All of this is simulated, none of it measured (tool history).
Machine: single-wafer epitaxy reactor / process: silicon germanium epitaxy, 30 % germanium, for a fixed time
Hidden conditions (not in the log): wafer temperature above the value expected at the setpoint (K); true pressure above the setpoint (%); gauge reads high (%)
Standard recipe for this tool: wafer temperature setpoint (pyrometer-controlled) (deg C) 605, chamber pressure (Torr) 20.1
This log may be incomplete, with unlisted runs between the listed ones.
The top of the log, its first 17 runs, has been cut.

run,hour,wafer temperature setpoint (pyrometer-controlled) (deg C),chamber pressure (Torr),wafers since the last listed run,hours since the last pyrometer calibration,hours since the last manometer calibration,hours since the showerhead was replaced,hours since the gauge calibration,"read-back reference wafer on the same gauge, thickness_nm",mean film thickness on the monitor wafer (Å)
18,427.5,605,24,235,1829.6,21.4,32.9,111.4,73.964,800.59
19,441.2,599,22.9,229,1843.3,35.1,46.6,125.1,73.949,702.25
# hour 470.7: pyrometer calibrated
20,476.8,609,21.6,461,6.1,70.7,82.2,160.7,74.271,759.37
21,508.2,616,18.3,525,37.5,102.1,113.6,192.1,74.127,796.12
22,520.7,605,20.1,209,50,114.6,126.1,204.6,74.024,688.49
23,552.9,595,22.4,538,82.2,146.8,158.3,236.8,74.018,608.1
24,569.7,605,20.1,281,99,163.6,175.1,253.6,73.787,685.57
25,596.3,611,22.7,444,125.6,190.2,201.7,280.2,74.142,814.65
26,630.8,594,17.2,577,160.1,224.7,236.2,314.7,73.915,521.92
27,655,600,20.1,404,184.3,248.9,260.4,338.9,73.958,624.12

Forecast run 28:
28,678.6,605,20.1,394,207.9,272.5,284,362.5,?,?

read-back reference wafer on the same gauge, thickness_nm: 74.042
mean film thickness on the monitor wafer (Å): 689.04
Had the tool carried no hidden state, the very same run would have given mean film thickness on the monitor wafer (Å) 689.6.

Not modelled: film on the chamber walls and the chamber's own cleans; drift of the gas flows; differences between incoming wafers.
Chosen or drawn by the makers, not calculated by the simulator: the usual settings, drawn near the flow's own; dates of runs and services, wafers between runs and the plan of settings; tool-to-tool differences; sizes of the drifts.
